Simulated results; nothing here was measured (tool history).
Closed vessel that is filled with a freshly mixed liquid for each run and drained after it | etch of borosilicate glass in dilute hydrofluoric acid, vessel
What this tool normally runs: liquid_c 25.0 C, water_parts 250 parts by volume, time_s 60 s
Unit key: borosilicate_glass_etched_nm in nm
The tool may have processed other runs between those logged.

run,day,liquid_c,water_parts,time_s,wafers since the last listed run,hours since the thermometer was replaced,hours since the hydrofluoric acid flow meter was replaced,hours since the gauge calibration,"read-back film thickness of the borosilicate glass reference wafer, read on the same gauge (nm)",borosilicate_glass_etched_nm
1,0.000,25.0,250,75,0,1302.3,1397.3,93.4,29.96,10.70
2,0.667,25.0,250,75,2124,1318.3,1413.3,109.4,30.03,10.75
3,2.542,25.0,250,60,5974,1363.3,1458.3,154.4,30.03,8.53
4,3.121,25.0,290,60,1845,1377.2,1472.2,168.3,30.03,7.04
5,3.804,25.0,290,60,2177,1393.6,1488.6,184.7,29.96,7.02
6,4.450,25.0,250,60,2057,1409.1,1504.1,200.2,30.01,8.50
7,4.875,25.0,250,60,1354,1419.3,1514.3,210.4,29.97,8.56
8,5.188,25.0,250,60,995,1426.8,1521.8,217.9,29.97,8.50
9,5.696,25.0,280,60,1619,1439.0,1534.0,230.1,29.99,7.35
# day 5.738: gauge calibrated
10,6.121,25.0,280,60,1354,1449.2,1544.2,9.2,29.94,7.33
11,6.479,25.0,280,60,1141,1457.8,1552.8,17.8,30.02,7.38
12,6.971,25.0,310,60,1566,1469.6,1564.6,29.6,30.03,6.40
13,7.533,25.0,250,60,1792,1483.1,1578.1,43.1,30.00,8.55
14,8.188,25.0,250,60,2084,1498.8,1593.8,58.8,29.97,8.46
# day 8.788: thermometer replaced
15,8.912,25.0,250,60,2177,3.0,1611.2,76.2,29.97,8.49
16,9.342,25.0,250,60,1367,13.3,1621.5,86.5,30.00,8.38
17,9.738,25.0,250,95,1261,22.8,1631.0,96.0,30.00,13.40
18,10.067,25.0,250,60,1048,30.7,1638.9,103.9,30.01,8.47
19,10.788,27.5,250,40,2296,48.0,1656.2,121.2,30.01,6.17
20,11.212,25.0,325,30,1354,58.2,1666.4,131.4,30.00,2.99
21,11.912,25.0,145,85,2230,75.0,1683.2,148.2,29.98,23.27
# day 12.579: hydrofluoric acid flow meter replaced
22,12.600,28.5,150,45,2057,91.5,0.5,164.7,30.01,12.06
23,13.021,23.0,250,60,1341,101.6,10.6,174.8,29.99,6.97
24,13.396,25.0,250,60,1194,110.6,19.6,183.8,30.04,7.47
25,14.029,21.0,250,30,2018,125.8,34.8,199.0,29.96,3.30
26,14.596,25.0,125,60,1805,139.4,48.4,212.6,29.99,17.60
27,15.342,25.0,250,60,2376,157.3,66.3,230.5,29.98,7.54
# day 15.771: gauge calibrated
28,16.079,25.0,170,30,2350,175.0,84.0,7.4,30.02,6.07
# day 16.500: hydrofluoric acid flow meter replaced, repeated, since the last time left the tool worse
29,16.767,20.5,250,60,2057,191.5,6.4,23.9,29.98,7.70
30,17.150,26.5,325,95,1221,200.7,15.6,33.1,30.01,10.84
31,17.804,25.0,250,60,2084,216.4,31.3,48.8,30.00,9.06
32,18.425,25.0,250,60,1978,231.3,46.2,63.7,29.94,8.94
33,18.825,22.0,370,40,1274,240.9,55.8,73.3,30.02,3.27
34,19.158,22.5,320,30,1062,248.9,63.8,81.3,29.98,3.00

Each row is a separate what-if for the run after 34, all from the same tool condition, not one after another. Results?
A,19.188,25.0,250,60,92,249.6,64.5,82.0,?,?
B,19.188,29.0,345,75,92,249.6,64.5,82.0,?,?
C,19.188,25.0,200,60,92,249.6,64.5,82.0,?,?

run,"read-back film thickness of the borosilicate glass reference wafer, read on the same gauge (nm)",borosilicate_glass_etched_nm
A,30.02,8.97
B,30.02,8.40
C,30.02,11.84
Without the tool's unlogged condition, the same runs would have read:
run,borosilicate_glass_etched_nm
A,9.23
B,8.67
C,12.18

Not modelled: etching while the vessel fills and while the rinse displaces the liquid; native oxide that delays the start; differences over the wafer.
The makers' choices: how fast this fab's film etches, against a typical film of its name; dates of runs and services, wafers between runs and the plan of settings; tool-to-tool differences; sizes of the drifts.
